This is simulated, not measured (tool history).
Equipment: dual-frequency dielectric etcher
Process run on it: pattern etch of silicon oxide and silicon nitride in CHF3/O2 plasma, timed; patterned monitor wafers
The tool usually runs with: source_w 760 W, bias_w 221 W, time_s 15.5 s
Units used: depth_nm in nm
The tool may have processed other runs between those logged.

run	hour	source_w	bias_w	time_s	read-back reference wafer on the same gauge, depth_nm	depth_nm
1	0	760	221	15.5	21.61	24.86
2	16.6	760	221	15.5	21.62	24.77
3	29	760	221	15.5	21.59	25.29
4	39.1	760	221	15.5	21.61	24.86
# hour 45.2: gauge calibrated
5	48.2	760	261	15.5	21.63	26.01
6	58.8	760	261	15.5	21.62	26.25
7	72.8	760	261	15.5	21.59	26.1
8	82.7	760	249	15.5	21.62	25.85
# hour 114.7: upper electrode replaced, of another model than before
9	115.2	760	173	15.5	21.62	24.59
10	115.5	760	249	15.5	21.61	25.67
11	115.8	930	205	14	21.6	23.17
12	126.2	760	221	15.5	21.66	25.47
# hour 133.3: source power generator calibrated
# hour 153.3: bias power generator calibrated
# hour 163.1: wet clean of the chamber
13	163.6	920	221	18	21.6	28.05
14	163.9	760	275	19.5	21.64	30.95

For run 15, what comes out?
15	165.6	760	251	15.5	?	?

{"run 15": {"read-back reference wafer on the same gauge, depth_nm": 21.58, "depth_nm": 24.29}}
With the hidden condition absent and the run-to-run variation left alone, this run would have shown depth_nm 24.28 nm.
